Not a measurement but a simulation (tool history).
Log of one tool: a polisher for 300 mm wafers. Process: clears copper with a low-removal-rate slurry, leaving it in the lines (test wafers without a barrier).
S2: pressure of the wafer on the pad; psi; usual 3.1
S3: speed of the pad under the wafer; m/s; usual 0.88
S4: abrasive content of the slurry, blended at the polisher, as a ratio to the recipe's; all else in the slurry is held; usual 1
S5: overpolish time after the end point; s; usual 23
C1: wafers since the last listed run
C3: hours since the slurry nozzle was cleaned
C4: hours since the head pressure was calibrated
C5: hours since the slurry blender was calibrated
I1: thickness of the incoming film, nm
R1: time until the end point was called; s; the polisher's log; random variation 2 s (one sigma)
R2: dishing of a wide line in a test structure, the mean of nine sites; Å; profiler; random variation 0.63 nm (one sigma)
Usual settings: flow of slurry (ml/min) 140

{"run": 1, "day": 0.0, "flow of slurry (ml/min)": 105, "S2": 3.1, "S3": 0.88, "S4": 1.1, "S5": 23, "C1": 0, "wafers polished on this pad": 103, "C3": 752.8, "C4": 586.8, "C5": 248.8, "I1": 223.2, "R1": 104.9, "R2": 332}
{"run": 2, "day": 1.2, "flow of slurry (ml/min)": 140, "S2": 3.1, "S3": 0.88, "S4": 1, "S5": 23, "C1": 314, "wafers polished on this pad": 417, "C3": 781.6, "C4": 615.6, "C5": 277.6, "I1": 218.2, "R1": 103.6, "R2": 328}
{"day": 2.842, "done": "worn pad replaced by a new one"}
{"run": 3, "day": 2.967, "flow of slurry (ml/min)": 140, "S2": 3.1, "S3": 0.88, "S4": 1, "S5": 23, "C1": 419, "wafers polished on this pad": 33, "C3": 824, "C4": 658, "C5": 320, "I1": 219.7, "R1": 102.9, "R2": 347}
{"run": 4, "day": 3.404, "flow of slurry (ml/min)": 140, "S2": 3.1, "S3": 0.88, "S4": 1, "S5": 23, "C1": 114, "wafers polished on this pad": 147, "C3": 834.5, "C4": 668.5, "C5": 330.5, "I1": 219, "R1": 107.9, "R2": 329}
{"run": 5, "day": 4.829, "flow of slurry (ml/min)": 140, "S2": 2.6, "S3": 0.88, "S4": 1, "S5": 23, "C1": 373, "wafers polished on this pad": 521, "C3": 868.7, "C4": 702.7, "C5": 364.7, "I1": 222.1, "R1": 129.2, "R2": 291}
{"run": 6, "day": 5.454, "flow of slurry (ml/min)": 140, "S2": 2.6, "S3": 0.88, "S4": 1, "S5": 23, "C1": 163, "wafers polished on this pad": 685, "C3": 883.7, "C4": 717.7, "C5": 379.7, "I1": 219.9, "R1": 131.5, "R2": 271}
{"day": 5.892, "done": "slurry blender recalibrated"}
{"run": 7, "day": 5.912, "flow of slurry (ml/min)": 140, "S2": 3.1, "S3": 1.06, "S4": 1, "S5": 29, "C1": 98, "wafers polished on this pad": 783, "C3": 894.7, "C4": 728.7, "C5": 0.5, "I1": 223.6, "R1": 101.1, "R2": 421}
{"day": 6.129, "done": "worn pad replaced by a new one"}
{"run": 8, "day": 6.142, "flow of slurry (ml/min)": 140, "S2": 3.1, "S3": 1.06, "S4": 1, "S5": 29, "C1": 16, "wafers polished on this pad": 3, "C3": 900.2, "C4": 734.2, "C5": 6, "I1": 214.9, "R1": 83.7, "R2": 461}
{"run": 9, "day": 6.462, "flow of slurry (ml/min)": 140, "S2": 2.7, "S3": 0.88, "S4": 1, "S5": 23, "C1": 84, "wafers polished on this pad": 87, "C3": 907.9, "C4": 741.9, "C5": 13.7, "I1": 216.9, "R1": 121.6, "R2": 304}
{"run": 10, "day": 7.046, "flow of slurry (ml/min)": 140, "S2": 3.1, "S3": 0.88, "S4": 1, "S5": 23, "C1": 152, "wafers polished on this pad": 240, "C3": 921.9, "C4": 755.9, "C5": 27.7, "I1": 218.4, "R1": 104.4, "R2": 342}
{"run": 11, "day": 7.488, "flow of slurry (ml/min)": 140, "S2": 3.1, "S3": 0.88, "S4": 1, "S5": 23, "C1": 115, "wafers polished on this pad": 356, "C3": 932.5, "C4": 766.5, "C5": 38.3, "I1": 218.9, "R1": 106.7, "R2": 336}
{"run": 12, "day": 8.167, "flow of slurry (ml/min)": 140, "S2": 3.1, "S3": 0.88, "S4": 1, "S5": 23, "C1": 178, "wafers polished on this pad": 534, "C3": 948.8, "C4": 782.8, "C5": 54.6, "I1": 219.4, "R1": 107.8, "R2": 327}
{"day": 8.704, "done": "slurry nozzle cleaned"}
{"run": 13, "day": 8.775, "flow of slurry (ml/min)": 140, "S2": 3.1, "S3": 0.88, "S4": 1, "S5": 23, "C1": 148, "wafers polished on this pad": 682, "C3": 1.7, "C4": 797.4, "C5": 69.2, "I1": 220.7, "R1": 111.1, "R2": 320}
{"run": 14, "day": 9.354, "flow of slurry (ml/min)": 140, "S2": 3.1, "S3": 0.88, "S4": 1.15, "S5": 37, "C1": 151, "wafers polished on this pad": 834, "C3": 15.6, "C4": 811.3, "C5": 83.1, "I1": 221.6, "R1": 110.2, "R2": 463}
{"day": 9.733, "done": "head pressure recalibrated"}
{"run": 15, "day": 9.775, "flow of slurry (ml/min)": 175, "S2": 3.1, "S3": 0.88, "S4": 1.15, "S5": 23, "C1": 88, "wafers polished on this pad": 923, "C3": 25.7, "C4": 1, "C5": 93.2, "I1": 220.4, "R1": 109.8, "R2": 317}
{"day": 9.946, "done": "worn pad replaced by a new one"}
{"run": 16, "day": 10.188, "flow of slurry (ml/min)": 140, "S2": 3.1, "S3": 0.88, "S4": 1, "S5": 23, "C1": 64, "wafers polished on this pad": 63, "C3": 35.6, "C4": 10.9, "C5": 103.1, "I1": 218.3, "R1": 102.6, "R2": 342}
{"run": 17, "day": 10.638, "flow of slurry (ml/min)": 110, "S2": 3.1, "S3": 0.88, "S4": 1, "S5": 11, "C1": 117, "wafers polished on this pad": 181, "C3": 46.4, "C4": 21.7, "C5": 113.9, "I1": 222, "R1": 110.7, "R2": 174}
{"run": 18, "day": 11.35, "flow of slurry (ml/min)": 140, "S2": 3.1, "S3": 0.88, "S4": 1, "S5": 23, "C1": 186, "wafers polished on this pad": 367, "C3": 63.5, "C4": 38.8, "C5": 131, "I1": 220.9, "R1": 108.1, "R2": 342}
{"run": 19, "day": 11.796, "flow of slurry (ml/min)": 165, "S2": 3.1, "S3": 0.88, "S4": 1, "S5": 14, "C1": 116, "wafers polished on this pad": 484, "C3": 74.2, "C4": 49.5, "C5": 141.7, "I1": 217.6, "R1": 104.2, "R2": 231}
{"run": 20, "day": 12.45, "flow of slurry (ml/min)": 140, "S2": 3.1, "S3": 0.8, "S4": 1.1, "S5": 23, "C1": 171, "wafers polished on this pad": 656, "C3": 89.9, "C4": 65.2, "C5": 157.4, "I1": 220.3, "R1": 114.3, "R2": 316}
{"run": 21, "day": 13.096, "flow of slurry (ml/min)": 140, "S2": 3.9, "S3": 0.88, "S4": 1, "S5": 12, "C1": 169, "wafers polished on this pad": 825, "C3": 105.4, "C4": 80.7, "C5": 172.9, "I1": 220, "R1": 90.7, "R2": 219}
{"run": 22, "day": 13.388, "flow of slurry (ml/min)": 140, "S2": 3.9, "S3": 0.88, "S4": 1.2, "S5": 11, "C1": 76, "wafers polished on this pad": 902, "C3": 112.4, "C4": 87.7, "C5": 179.9, "I1": 217.8, "R1": 88.2, "R2": 218}
{"day": 14.058, "done": "worn pad replaced by a new one"}
{"run": 23, "day": 14.079, "flow of slurry (ml/min)": 140, "S2": 3.1, "S3": 0.88, "S4": 1.15, "S5": 23, "C1": 137, "wafers polished on this pad": 4, "C3": 129, "C4": 104.3, "C5": 196.5, "I1": 223.1, "R1": 101, "R2": 343}
{"run": 24, "day": 14.421, "flow of slurry (ml/min)": 120, "S2": 2.3, "S3": 0.88, "S4": 1.3, "S5": 33, "C1": 89, "wafers polished on this pad": 94, "C3": 137.2, "C4": 112.5, "C5": 204.7, "I1": 222.7, "R1": 135.7, "R2": 359}
{"run": 25, "day": 15.146, "flow of slurry (ml/min)": 95, "S2": 3.1, "S3": 1, "S4": 1, "S5": 23, "C1": 190, "wafers polished on this pad": 284, "C3": 154.6, "C4": 129.9, "C5": 222.1, "I1": 220.2, "R1": 101.4, "R2": 347}
{"run": 26, "day": 15.862, "flow of slurry (ml/min)": 140, "S2": 3.7, "S3": 1.02, "S4": 1.2, "S5": 23, "C1": 187, "wafers polished on this pad": 472, "C3": 171.8, "C4": 147.1, "C5": 239.3, "I1": 223.3, "R1": 79.5, "R2": 431}
{"run": 27, "day": 16.558, "flow of slurry (ml/min)": 140, "S2": 3.1, "S3": 0.66, "S4": 1.1, "S5": 29, "C1": 182, "wafers polished on this pad": 654, "C3": 188.5, "C4": 163.8, "C5": 256, "I1": 218.7, "R1": 135.7, "R2": 329}
{"run": 28, "day": 16.862, "flow of slurry (ml/min)": 95, "S2": 3.1, "S3": 0.88, "S4": 1, "S5": 23, "C1": 79, "wafers polished on this pad": 734, "C3": 195.8, "C4": 171.1, "C5": 263.3, "I1": 224.4, "R1": 121.4, "R2": 311}

Some steps in R1 between neighbouring runs. How much of each would the tool show without its hidden state too (settings, what came in, random variation), and how much is left for the hidden state, with any gauge scatter that isn't in both results?
The hidden state here: removal rate lost through wear of the pad, %; slurry flow missing at the pad, %; deviation of the head's pressure from its setpoint, %; abrasive missing from the slurry, %.
Run 7 -> 8: worn pad replaced by a new one. R1 -17.4 s: hidden state -9.2, all else -8.2.
Run 8 -> 9: S2 3.1 -> 2.7, S3 1.06 -> 0.88, S5 29 -> 23. R1 +37.9 s: hidden state +0.4, all else +37.5.
Run 15 -> 16: flow of slurry (ml/min) 175 -> 140, S4 1.15 -> 1, worn pad replaced by a new one. R1 -7.2 s: hidden state -12.9, all else +5.7.
Run 26 -> 27: S2 3.7 -> 3.1, S3 1.02 -> 0.66, S4 1.2 -> 1.1, S5 23 -> 29. R1 +56.2 s: hidden state +6.2, all else +50.
